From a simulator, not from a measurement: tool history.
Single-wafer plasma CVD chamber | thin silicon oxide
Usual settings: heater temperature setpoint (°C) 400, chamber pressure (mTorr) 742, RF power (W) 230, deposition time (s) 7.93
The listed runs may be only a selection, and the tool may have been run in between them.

run     day  heater temperature setpoint (°C)  chamber pressure (mTorr)  RF power (W)  deposition time (s)  read-back reference wafer on the same gauge, thickness_nm  mean film thickness on the monitor wafer (nm)
  1   0.000                               400                       742           230                 7.93                                                     11.199                                         11.054
  2   0.688                               400                       742           230                 7.93                                                     11.200                                         11.076
  3   1.388                               400                       742           230                 7.93                                                     11.195                                         11.056
  4   1.883                               400                       742           230                 8.84                                                     11.202                                         12.363
  5   2.238                               400                       742           230                 7.93                                                     11.200                                         11.088
  6   2.808                               400                       742           230                 7.93                                                     11.203                                         11.034
  7   3.533                               400                       742           230                 7.93                                                     11.202                                         11.023
  8   4.038                               400                       742           230                 7.93                                                     11.201                                         11.041
  9   4.533                               400                       742           230                 7.93                                                     11.197                                         11.057
 10   4.929                               400                       742           230                 7.93                                                     11.199                                         11.036
      5.417  -- RF generator calibrated
      5.667  -- capacitance manometer re-zeroed and calibrated
 11   5.688                               395                       742           230                 7.93                                                     11.198                                         11.442
 12   6.246                               395                       742           230                 7.93                                                     11.199                                         11.427
 13   6.525                               395                       742           230                 7.93                                                     11.207                                         11.401
 14   6.938                               406                       642           230                 7.93                                                     11.203                                          9.824
 15   7.212                               400                       811           230                 7.93                                                     11.197                                         12.353
 16   7.758                               400                       742           245                 7.93                                                     11.202                                         11.667
 17   8.096                               390                       583           250                 8.35                                                     11.208                                          9.838
 18   8.554                               410                       742           215                 9.24                                                     11.197                                         12.758
 19   9.092                               385                       742           215                 8.90                                                     11.197                                         12.526
 20   9.817                               400                       672           230                 7.93                                                     11.197                                         10.274
     10.075  -- gauge calibrated
 21  10.217                               400                       742           230                 7.93                                                     11.195                                         11.329
     10.692  -- thermocouple changed; heater temperature recalibrated
     10.871  -- showerhead replaced
 22  11.983                               400                       742           230                 7.93                                                     11.203                                         11.338
 23  12.500                               411                       599           215                 7.44                                                     11.197                                          8.287
 24  12.825                               407                       665           265                 7.31                                                     11.205                                          9.818
 25  13.246                               407                       864           245                 6.58                                                     11.198                                         10.869
 26  13.721                               400                       742           230                 7.93                                                     11.199                                         11.303

4 ways to go on from here, each from the tool as it stands after run 26. What would each give?
  A  13.738                               400                       742           230                 7.93                                                          ?                                              ?
  B  13.738                               400                       865           230                 7.93                                                          ?                                              ?
  C  13.738                               390                       575           190                 7.11                                                          ?                                              ?
  D  13.738                               400                       635           230                 7.93                                                          ?                                              ?

run  read-back reference wafer on the same gauge, thickness_nm  mean film thickness on the monitor wafer (nm)
  A                                                     11.208                                         11.234
  B                                                     11.208                                         12.850
  C                                                     11.208                                          7.284
  D                                                     11.208                                          9.642
The same runs, with their run-to-run variation unchanged, on a tool lacking any hidden condition would have given:
run  mean film thickness on the monitor wafer (nm)
  A                                         11.438
  B                                         13.083
  C                                          7.426
  D                                          9.817
